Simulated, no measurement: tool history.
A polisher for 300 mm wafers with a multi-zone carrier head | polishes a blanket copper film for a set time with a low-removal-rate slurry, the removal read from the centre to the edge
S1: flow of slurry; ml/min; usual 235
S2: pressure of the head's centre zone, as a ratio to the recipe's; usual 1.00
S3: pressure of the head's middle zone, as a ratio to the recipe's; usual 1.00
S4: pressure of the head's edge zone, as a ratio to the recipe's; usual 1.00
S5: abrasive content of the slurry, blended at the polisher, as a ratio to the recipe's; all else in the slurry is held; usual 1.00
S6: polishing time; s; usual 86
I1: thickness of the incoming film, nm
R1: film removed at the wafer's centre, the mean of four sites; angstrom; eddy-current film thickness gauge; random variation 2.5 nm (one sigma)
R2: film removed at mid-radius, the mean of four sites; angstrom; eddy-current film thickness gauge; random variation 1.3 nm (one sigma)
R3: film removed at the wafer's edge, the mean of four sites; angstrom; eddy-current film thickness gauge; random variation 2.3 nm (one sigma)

run	hour	S1	S2	S3	S4	S5	S6	I1	R1	R2	R3
1	0.0	235	1.00	0.93	1.00	1.00	86	1303.7	1796	1728	1857
2	12.2	235	1.00	0.93	1.00	1.00	86	1331.2	1849	1719	1799
# hour 17.0: worn pad replaced by a new one
3	21.7	235	1.00	1.00	1.00	1.00	86	1297.4	1939	1991	1937
4	30.5	235	1.00	1.00	1.00	1.00	86	1298.2	1928	1969	1952
5	45.6	235	1.00	1.00	1.00	1.00	86	1322.4	1874	1917	1855
# hour 54.6: slurry nozzle cleaned
6	62.9	235	1.00	1.00	1.00	1.00	86	1331.6	1852	1869	1878
# hour 66.8: edge zone pressure recalibrated
7	70.9	235	1.00	1.00	0.93	1.00	86	1319.1	1830	1845	1813
8	82.9	235	1.00	1.00	1.00	1.00	86	1307.0	1798	1869	1863
9	94.0	290	1.05	1.00	1.00	1.00	86	1301.5	1957	1890	1910
10	108.3	235	0.95	1.00	1.03	1.00	86	1313.9	1710	1862	1873
11	123.7	235	1.00	1.00	1.00	1.00	99	1320.5	2041	2130	2130
# hour 129.8: carrier head's membrane replaced by a new one
# hour 135.0: centre zone pressure recalibrated
12	138.7	235	1.00	1.00	1.00	1.00	86	1300.8	1829	1842	1808
13	149.1	175	0.90	1.00	1.11	1.15	86	1339.5	1602	1854	1972
14	158.7	235	1.00	1.00	1.00	1.00	86	1315.7	1793	1828	1819
# hour 163.7: worn pad replaced by a new one
15	171.0	205	1.00	1.00	1.00	1.00	86	1312.4	1928	1967	1936
16	184.7	235	1.00	1.00	1.00	1.00	86	1308.3	1921	1964	1910
17	202.6	235	1.00	1.00	1.00	1.00	86	1332.4	1883	1886	1918
18	211.2	235	1.00	1.06	1.00	1.00	86	1306.5	1844	1957	1921
19	220.1	235	1.00	1.00	0.90	1.00	86	1335.6	1879	1869	1755
20	228.4	235	1.00	0.90	1.00	1.00	70	1326.1	1454	1377	1499
21	236.9	235	1.00	1.00	1.00	1.00	86	1305.1	1827	1871	1868
22	249.0	200	1.00	1.00	1.00	0.85	77	1332.3	1512	1532	1521

Hidden state or all else? Some run-to-run changes of R1, split into what the settings, what came in and random variation would give without the hidden state, and what is left for the hidden state (with any gauge scatter that isn't in both results):
The hidden state here: removal rate lost through wear of the pad, %; slurry flow missing at the pad, %; deviation of the centre zone's pressure from its setpoint, %; deviation of the edge zone's pressure from its setpoint, %.
Run 2 -> 3: S3 0.93 -> 1.00, worn pad replaced by a new one. R1 +90 angstrom: hidden state +166, all else -76.
Run 14 -> 15: S1 235 -> 205, worn pad replaced by a new one. R1 +135 angstrom: hidden state +141, all else -6.
Run 19 -> 20: S3 1.00 -> 0.90, S4 0.90 -> 1.00, S6 86 -> 70. R1 -425 angstrom: hidden state +26, all else -451.
Run 20 -> 21: S3 0.90 -> 1.00, S6 70 -> 86. R1 +373 angstrom: hidden state -39, all else +412.

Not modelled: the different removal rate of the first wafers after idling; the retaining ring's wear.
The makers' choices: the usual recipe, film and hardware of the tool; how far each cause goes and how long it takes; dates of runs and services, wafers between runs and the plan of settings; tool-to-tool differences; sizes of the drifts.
